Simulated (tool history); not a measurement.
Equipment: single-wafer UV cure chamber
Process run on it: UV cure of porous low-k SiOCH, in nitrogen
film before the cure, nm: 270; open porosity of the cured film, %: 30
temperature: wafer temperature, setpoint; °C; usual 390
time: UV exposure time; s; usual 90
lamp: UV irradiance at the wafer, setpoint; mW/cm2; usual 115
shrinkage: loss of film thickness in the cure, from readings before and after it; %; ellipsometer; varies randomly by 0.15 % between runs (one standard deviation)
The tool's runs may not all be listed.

run     day  temperature  time  lamp  wafers since the last listed run  hours since the UV bulbs were replaced  wafers since the quartz window was cleaned  shrinkage
  1       0          390    75   115                                 0                                  1727.7                                         759      9.369
  2   4.496          390    75   115                               528                                  1835.6                                        1287      8.889
  3   6.729          390    75   115                               262                                  1889.2                                        1550      9.001
  4   9.021          390    90   141                               269                                  1944.2                                        1819     11.043
  5  11.733          390    90   141                               318                                  2009.3                                        2137     10.598
  6  16.025          390    90   115                               504                                  2112.3                                        2641      9.624
     18.412  -- quartz window cleaned
  7  19.221          390    90   115                               336                                    2189                                          94     10.409
  8  22.625          390    90   125                               399                                  2270.7                                         494     10.756
  9  26.262          390    90   125                               427                                    2358                                         921       10.7
 10  28.733          390    90   125                               290                                  2417.3                                        1212     10.365
 11  32.496          390    90   115                               441                                  2507.6                                        1653      9.758
 12  36.708          390    90   115                               494                                  2608.7                                        2148      9.486
 13  38.217          390    90   115                               177                                  2644.9                                        2325      9.708
 14  40.908          390    90   115                               316                                  2709.5                                        2641      9.644
     43.325  -- quartz window cleaned
 15  44.104          390    90   115                               336                                  2786.2                                          91      10.99
 16  47.729          384   120   115                               425                                  2873.2                                         517     11.577
 17  50.271          402   130    90                               298                                  2934.2                                         815     11.237
 18  53.542          400   105   136                               384                                  3012.7                                        1199     11.858
 19  57.946          390    70   115                               517                                  3118.4                                        1717      8.667
      58.55  -- UV bulbs replaced
 20  60.246          390    90   115                               230                                    40.7                                        1948      9.958
 21  64.496          381    40   150                               499                                   142.7                                        2447      6.907
 22  66.883          390   135   149                               280                                     200                                        2727     13.311
 23  70.146          390    90   115                               383                                   278.3                                        3110      9.712
     72.575  -- quartz window cleaned
 24    72.7          402    90   115                               260                                   339.6                                          14     11.113
 25  74.329          390   105   115                               191                                   378.7                                         205     11.641
 26  78.367          379    70   105                               474                                   475.6                                         679      8.435
 27    81.4          395    50   115                               356                                   548.4                                        1036      7.299
 28  84.271          390    90   115                               337                                   617.3                                        1373      9.908
 29  86.788          390    90   115                               295                                   677.7                                        1668      9.862
 30  89.358          402    55   135                               301                                   739.4                                        1970      8.293
 31  90.917          378    35   115                               183                                   776.8                                        2153      5.021

Hidden condition of the tool, last listed run before each entry between runs versus first listed run after:
In the gap between runs 6 and 7: quartz window cleaned (day 18.412)
  transmission lost against a clean window, %: 21 -> 3.78
  what was measured, less what the result would be without the hidden state, shrinkage: -1.216 -> -0.195 %
In the gap between runs 14 and 15: quartz window cleaned (day 43.325)
  transmission lost against a clean window, %: 21.3 -> 1.95
  what was measured, less what the result would be without the hidden state, shrinkage: -1.24 -> -0.104 %
In the gap between runs 19 and 20: UV bulbs replaced (day 58.55)
  transmission lost against a clean window, %: 17.1 -> 18.1
  what was measured, less what the result would be without the hidden state, shrinkage: -0.955 -> -1.043 %
In the gap between runs 23 and 24: quartz window cleaned (day 72.575)
  transmission lost against a clean window, %: 20.2 -> 1.65
  what was measured, less what the result would be without the hidden state, shrinkage: -1.167 -> -0.087 %
